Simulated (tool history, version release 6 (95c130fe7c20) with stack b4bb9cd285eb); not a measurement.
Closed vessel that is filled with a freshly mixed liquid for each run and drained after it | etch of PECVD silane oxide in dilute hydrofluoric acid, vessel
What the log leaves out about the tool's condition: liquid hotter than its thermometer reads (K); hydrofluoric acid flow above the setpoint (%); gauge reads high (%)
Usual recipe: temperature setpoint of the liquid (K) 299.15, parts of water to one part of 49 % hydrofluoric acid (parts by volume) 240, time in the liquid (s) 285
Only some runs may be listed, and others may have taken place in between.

run,hour,temperature setpoint of the liquid (K),parts of water to one part of 49 % hydrofluoric acid (parts by volume),time in the liquid (s),wafers since the last listed run,hours since the thermometer was replaced,hours since the hydrofluoric acid flow meter was replaced,hours since the gauge calibration,"read-back film thickness of the PECVD silane oxide reference wafer, read on the same gauge (nm)",thickness taken off the PECVD silane oxide on a monitor wafer (Å)
1,0.0,299.15,240,285,0,588.1,628.5,634.4,30.01,206.7
# hour 199.6: thermometer replaced
2,208.0,299.15,240,285,17571,8.4,836.5,842.4,30.00,194.7
3,282.1,299.15,240,285,6290,82.5,910.6,916.5,30.01,192.3
4,325.4,299.15,240,285,3675,125.8,953.9,959.8,30.01,197.4
5,393.7,296.15,270,285,5797,194.1,1022.2,1028.1,29.98,150.9
6,687.4,296.15,270,285,24930,487.8,1315.9,1321.8,30.00,157.7
7,779.8,299.15,240,285,7843,580.2,1408.3,1414.2,30.00,205.9
8,836.0,299.15,240,285,4770,636.4,1464.5,1470.4,29.99,208.4
# hour 850.0: thermometer replaced
# hour 923.3: hydrofluoric acid flow meter replaced
9,930.4,299.15,240,285,7843,80.4,7.1,1564.8,29.99,199.1
10,967.9,297.15,270,285,3183,117.9,44.6,1602.3,30.02,157.0
# hour 1021.1: gauge calibrated
11,1031.4,297.15,270,285,5390,181.4,108.1,10.3,30.00,158.2
12,1105.6,299.15,240,285,6298,255.6,182.3,84.5,30.00,198.0
13,1376.5,299.15,200,285,22995,526.5,453.2,355.4,29.99,253.8
14,1454.8,295.65,295,395,6646,604.8,531.5,433.7,30.01,190.7
15,1532.6,294.15,155,385,6604,682.6,609.3,511.5,30.00,392.9
# hour 1585.4: thermometer replaced
16,1610.3,299.15,240,285,6510,24.9,687.0,589.2,30.02,198.4
17,1715.5,299.15,340,285,8929,130.1,792.2,694.4,30.02,128.7
18,1793.6,299.15,240,285,6629,208.2,870.3,772.5,30.00,201.5
19,1884.0,303.15,355,155,7673,298.6,960.7,862.9,29.99,75.7
20,1968.3,299.15,240,285,7155,382.9,1045.0,947.2,29.98,204.0
21,2072.4,302.65,240,355,8836,487.0,1149.1,1051.3,30.02,288.4
22,2126.6,299.15,290,285,4600,541.2,1203.3,1105.5,29.99,162.1

4 ways to go on from here, each from the tool as it stands after run 22. What would each give?
A,2127.3,303.65,240,285,59,541.9,1204.0,1106.2,?,?
B,2127.3,294.65,170,175,59,541.9,1204.0,1106.2,?,?
C,2127.3,295.15,240,285,59,541.9,1204.0,1106.2,?,?
D,2127.3,303.15,200,235,59,541.9,1204.0,1106.2,?,?

run,"read-back film thickness of the PECVD silane oxide reference wafer, read on the same gauge (nm)",thickness taken off the PECVD silane oxide on a monitor wafer (Å)
A,30.00,239.8
B,30.00,163.8
C,30.00,178.8
D,30.00,245.2
Had the tool no hidden state, the same runs would have come out as:
run,thickness taken off the PECVD silane oxide on a monitor wafer (Å)
A,229.2
B,155.4
C,170.1
D,234.0
